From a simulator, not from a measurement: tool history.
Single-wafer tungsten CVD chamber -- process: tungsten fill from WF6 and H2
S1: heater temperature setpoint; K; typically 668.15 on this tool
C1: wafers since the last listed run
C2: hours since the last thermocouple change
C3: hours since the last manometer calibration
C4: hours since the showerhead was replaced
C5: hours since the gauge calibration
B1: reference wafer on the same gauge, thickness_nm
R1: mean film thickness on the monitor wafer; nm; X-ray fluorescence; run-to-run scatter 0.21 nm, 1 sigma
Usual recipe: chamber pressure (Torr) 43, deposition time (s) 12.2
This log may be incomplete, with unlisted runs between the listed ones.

run 1 hour=0 | S1=668.15 chamber_pressure_(Torr)=43 deposition_time_(s)=12.2 | C1=0 C2=1039.6 C3=810.4 C4=6585.6 C5=567.7 | B1=46.073 | R1=40.469
run 2 hour=61.1 | S1=668.15 chamber_pressure_(Torr)=43 deposition_time_(s)=12.2 | C1=1271 C2=1100.7 C3=871.5 C4=6646.7 C5=628.8 | B1=46.088 | R1=40.238
run 3 hour=203.1 | S1=668.15 chamber_pressure_(Torr)=36.7 deposition_time_(s)=12.2 | C1=2955 C2=1242.7 C3=1013.5 C4=6788.7 C5=770.8 | B1=46.114 | R1=36.878
run 4 hour=276.5 | S1=668.15 chamber_pressure_(Torr)=43 deposition_time_(s)=12.2 | C1=1527 C2=1316.1 C3=1086.9 C4=6862.1 C5=844.2 | B1=46.102 | R1=40.746
-- hour=376.1 capacitance manometer re-zeroed and calibrated
run 5 hour=376.6 | S1=668.15 chamber_pressure_(Torr)=43 deposition_time_(s)=10.9 | C1=1916 C2=1416.2 C3=0.5 C4=6962.2 C5=944.3 | B1=46.093 | R1=35.705
run 6 hour=471.7 | S1=661.15 chamber_pressure_(Torr)=43 deposition_time_(s)=12.2 | C1=1979 C2=1511.3 C3=95.6 C4=7057.3 C5=1039.4 | B1=46.151 | R1=34.447
run 7 hour=541.5 | S1=661.15 chamber_pressure_(Torr)=43 deposition_time_(s)=12.2 | C1=1452 C2=1581.1 C3=165.4 C4=7127.1 C5=1109.2 | B1=46.051 | R1=34.887
run 8 hour=617.9 | S1=678.15 chamber_pressure_(Torr)=43 deposition_time_(s)=11.3 | C1=1590 C2=1657.5 C3=241.8 C4=7203.5 C5=1185.6 | B1=46.097 | R1=45.648
-- hour=646.2 showerhead replaced
run 9 hour=713.7 | S1=678.15 chamber_pressure_(Torr)=43 deposition_time_(s)=11.3 | C1=1827 C2=1753.3 C3=337.6 C4=67.5 C5=1281.4 | B1=46.04 | R1=45.938
run 10 hour=754.1 | S1=678.15 chamber_pressure_(Torr)=43 deposition_time_(s)=11.3 | C1=840 C2=1793.7 C3=378 C4=107.9 C5=1321.8 | B1=46.094 | R1=45.423
run 11 hour=840 | S1=668.15 chamber_pressure_(Torr)=43 deposition_time_(s)=12.2 | C1=1787 C2=1879.6 C3=463.9 C4=193.8 C5=1407.7 | B1=46.08 | R1=40.38
run 12 hour=917.5 | S1=668.15 chamber_pressure_(Torr)=43 deposition_time_(s)=12.2 | C1=1613 C2=1957.1 C3=541.4 C4=271.3 C5=1485.2 | B1=46.157 | R1=40.513
run 13 hour=994 | S1=668.15 chamber_pressure_(Torr)=43 deposition_time_(s)=12.2 | C1=1592 C2=2033.6 C3=617.9 C4=347.8 C5=1561.7 | B1=46.124 | R1=40.439
run 14 hour=1060 | S1=675.15 chamber_pressure_(Torr)=43 deposition_time_(s)=12.9 | C1=1373 C2=2099.6 C3=683.9 C4=413.8 C5=1627.7 | B1=46.101 | R1=49.072
run 15 hour=1133.7 | S1=668.15 chamber_pressure_(Torr)=43 deposition_time_(s)=12.2 | C1=1533 C2=2173.3 C3=757.6 C4=487.5 C5=1701.4 | B1=46.119 | R1=40.394
-- hour=1214.6 thermocouple changed; heater temperature recalibrated
run 16 hour=1226 | S1=668.15 chamber_pressure_(Torr)=51.7 deposition_time_(s)=12.2 | C1=1754 C2=11.4 C3=849.9 C4=579.8 C5=1793.7 | B1=46.086 | R1=44.162
run 17 hour=1313.4 | S1=668.15 chamber_pressure_(Torr)=39.1 deposition_time_(s)=12.2 | C1=1819 C2=98.8 C3=937.3 C4=667.2 C5=1881.1 | B1=46.076 | R1=38.438
-- hour=1367.8 capacitance manometer re-zeroed and calibrated
run 18 hour=1418.7 | S1=668.15 chamber_pressure_(Torr)=46.1 deposition_time_(s)=12.2 | C1=2025 C2=204.1 C3=50.9 C4=772.5 C5=1986.4 | B1=46.074 | R1=41.779
run 19 hour=1486.1 | S1=668.15 chamber_pressure_(Torr)=43 deposition_time_(s)=12.2 | C1=1402 C2=271.5 C3=118.3 C4=839.9 C5=2053.8 | B1=46.123 | R1=40.19
-- hour=1539.8 gauge calibrated
run 20 hour=1577.8 | S1=682.15 chamber_pressure_(Torr)=53.7 deposition_time_(s)=13.2 | C1=1908 C2=363.2 C3=210 C4=931.6 C5=38 | B1=46.101 | R1=65.315
run 21 hour=1614.2 | S1=673.15 chamber_pressure_(Torr)=50.2 deposition_time_(s)=13.5 | C1=757 C2=399.6 C3=246.4 C4=968 C5=74.4 | B1=46.126 | R1=53.851
run 22 hour=1725.5 | S1=668.15 chamber_pressure_(Torr)=43 deposition_time_(s)=10 | C1=2316 C2=510.9 C3=357.7 C4=1079.3 C5=185.7 | B1=46.084 | R1=33.098
run 23 hour=1828.6 | S1=668.15 chamber_pressure_(Torr)=43 deposition_time_(s)=12.2 | C1=2145 C2=614 C3=460.8 C4=1182.4 C5=288.8 | B1=46.118 | R1=40.09
run 24 hour=1868.3 | S1=654.15 chamber_pressure_(Torr)=46.4 deposition_time_(s)=13.1 | C1=826 C2=653.7 C3=500.5 C4=1222.1 C5=328.5 | B1=46.088 | R1=32.73
run 25 hour=1907.7 | S1=654.15 chamber_pressure_(Torr)=33.9 deposition_time_(s)=11 | C1=820 C2=693.1 C3=539.9 C4=1261.5 C5=367.9 | B1=46.162 | R1=23.075
run 26 hour=1953.9 | S1=680.15 chamber_pressure_(Torr)=53.1 deposition_time_(s)=13.8 | C1=961 C2=739.3 C3=586.1 C4=1307.7 C5=414.1 | B1=46.121 | R1=65.821
run 27 hour=2049.5 | S1=662.15 chamber_pressure_(Torr)=50.3 deposition_time_(s)=12.2 | C1=1989 C2=834.9 C3=681.7 C4=1403.3 C5=509.7 | B1=46.083 | R1=38.048
run 28 hour=2106.5 | S1=679.15 chamber_pressure_(Torr)=36.1 deposition_time_(s)=14.2 | C1=1186 C2=891.9 C3=738.7 C4=1460.3 C5=566.7 | B1=46.106 | R1=53.506
run 29 hour=2178.3 | S1=661.15 chamber_pressure_(Torr)=47.3 deposition_time_(s)=14.2 | C1=1494 C2=963.7 C3=810.5 C4=1532.1 C5=638.5 | B1=46.078 | R1=41.88
run 30 hour=2226.2 | S1=676.15 chamber_pressure_(Torr)=49.2 deposition_time_(s)=13.6 | C1=996 C2=1011.6 C3=858.4 C4=1580 C5=686.4 | B1=46.097 | R1=56.477
run 31 hour=2272 | S1=668.15 chamber_pressure_(Torr)=43 deposition_time_(s)=13.2 | C1=953 C2=1057.4 C3=904.2 C4=1625.8 C5=732.2 | B1=46.103 | R1=43.567
run 32 hour=2352.3 | S1=668.15 chamber_pressure_(Torr)=43 deposition_time_(s)=13.9 | C1=1671 C2=1137.7 C3=984.5 C4=1706.1 C5=812.5 | B1=46.124 | R1=45.999
run 33 hour=2455.2 | S1=668.15 chamber_pressure_(Torr)=40.2 deposition_time_(s)=14.2 | C1=2141 C2=1240.6 C3=1087.4 C4=1809 C5=915.4 | B1=46.074 | R1=45.205

5 ways to go on from here, each from the tool as it stands after run 33. What would each give?
run A hour=2455.6 | S1=668.15 chamber_pressure_(Torr)=43 deposition_time_(s)=12.2 | C1=8 C2=1241 C3=1087.8 C4=1809.4 C5=915.8 | B1=? | R1=?
run B hour=2455.6 | S1=656.15 chamber_pressure_(Torr)=32.7 deposition_time_(s)=12.2 | C1=8 C2=1241 C3=1087.8 C4=1809.4 C5=915.8 | B1=? | R1=?
run C hour=2455.6 | S1=668.15 chamber_pressure_(Torr)=43 deposition_time_(s)=9.8 | C1=8 C2=1241 C3=1087.8 C4=1809.4 C5=915.8 | B1=? | R1=?
run D hour=2455.6 | S1=681.15 chamber_pressure_(Torr)=37.5 deposition_time_(s)=11.4 | C1=8 C2=1241 C3=1087.8 C4=1809.4 C5=915.8 | B1=? | R1=?
run E hour=2455.6 | S1=681.15 chamber_pressure_(Torr)=33.2 deposition_time_(s)=10.6 | C1=8 C2=1241 C3=1087.8 C4=1809.4 C5=915.8 | B1=? | R1=?

run=A B1=46.094 R1=39.953
run=B B1=46.094 R1=26.29
run=C B1=46.094 R1=32.065
run=D B1=46.094 R1=45.214
run=E B1=46.094 R1=39.237
Without the tool's hidden state the same runs would have given:
run=A R1=39.953
run=B R1=26.29
run=C R1=32.065
run=D R1=45.214
run=E R1=39.237
